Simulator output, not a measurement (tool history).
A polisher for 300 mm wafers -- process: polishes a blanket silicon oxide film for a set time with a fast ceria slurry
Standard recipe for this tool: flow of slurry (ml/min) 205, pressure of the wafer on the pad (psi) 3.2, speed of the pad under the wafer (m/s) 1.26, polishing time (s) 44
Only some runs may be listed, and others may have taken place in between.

run    hour  flow of slurry (ml/min)  pressure of the wafer on the pad (psi)  speed of the pad under the wafer (m/s)  polishing time (s)  wafers since the last listed run  wafers polished on this pad  hours since the slurry nozzle was cleaned  hours since the head pressure was calibrated  incoming thickness of the incoming film, nm  film removed (Å)
  1       0                      205                                     2.8                                    1.26                  44                                 0                          678                                       10.7                                         106.6                                       2801.1             10039
  2    98.4                      205                                     2.8                                    1.26                  44                              1151                         1830                                      109.1                                           205                                       2769.3             10202
  3   188.4                      205                                     2.8                                    1.26                  44                              1053                         2883                                      199.1                                           295                                       2772.8              9864
  4   268.8                      205                                     3.2                                    1.26                  44                               941                         3825                                      279.5                                         375.4                                       2829.8             10966
  5   343.1                      205                                     3.9                                    1.26                  44                               869                         4694                                      353.8                                         449.7                                       2830.4             13099
  6     443                      205                                     3.9                                    1.26                  44                              1169                         5864                                      453.7                                         549.6                                       2783.4             13589
  7   500.5                      205                                     3.9                                    1.26                  44                               673                         6537                                      511.2                                         607.1                                       2791.9             13552
      509.2  -- worn pad replaced by a new one
  8   545.3                      205                                     3.2                                    1.26                  44                               477                          423                                        556                                         651.9                                         2755             10964
      565.8  -- head pressure recalibrated
  9   586.4                      205                                     3.2                                    1.26                  44                               457                          880                                      597.1                                          20.6                                       2797.3             10900
      608.6  -- slurry nozzle cleaned
 10   659.2                      205                                     3.2                                    1.26                  38                               840                         1721                                       50.6                                          93.4                                       2818.3              9677
 11   756.9                      205                                     3.2                                    1.26                  38                              1143                         2865                                      148.3                                         191.1                                       2830.2              9594
 12   864.8                      205                                     3.2                                    1.26                  38                              1263                         4128                                      256.2                                           299                                       2796.7              9620
 13   913.1                      205                                     3.2                                    1.26                  33                               565                         4693                                      304.5                                         347.3                                         2839              8400
 14    1012                      205                                     3.2                                    1.26                  33                              1157                         5851                                      403.4                                         446.2                                       2809.6              8438
 15  1059.2                      230                                     2.1                                    1.26                  58                               552                         6404                                      450.6                                         493.4                                       2828.9             10363
     1094.9  -- worn pad replaced by a new one
 16  1112.6                      205                                     3.2                                    1.26                  44                               578                          206                                        504                                         546.8                                       2799.4             11051
     1170.6  -- head pressure recalibrated
 17  1209.6                      185                                     3.2                                    1.26                  44                              1112                         1319                                        601                                            39                                       2830.8             10900
     1245.2  -- slurry nozzle cleaned
 18  1280.2                      230                                     3.7                                    1.26                  39                               814                         2133                                         35                                         109.6                                       2838.8             11636
 19    1343                      225                                     3.2                                    1.38                  44                               735                         2869                                       97.8                                         172.4                                       2796.8             12359
 20  1405.2                      205                                     3.2                                    1.26                  44                               728                         3597                                        160                                         234.6                                       2768.8             11269
 21    1474                      205                                     3.2                                    1.26                  55                               805                         4402                                      228.8                                         303.4                                       2815.2             14014

Run 22 is up next; what results do you expect?
 22  1564.1                      270                                     3.2                                    1.26                  44                              1054                         5457                                      318.9                                         393.5                                       2795.9                 ?

Logged for run 22: film removed (Å) 11664.
With the hidden condition absent and the run-to-run variation left alone, this run would have shown film removed (Å) 11664.

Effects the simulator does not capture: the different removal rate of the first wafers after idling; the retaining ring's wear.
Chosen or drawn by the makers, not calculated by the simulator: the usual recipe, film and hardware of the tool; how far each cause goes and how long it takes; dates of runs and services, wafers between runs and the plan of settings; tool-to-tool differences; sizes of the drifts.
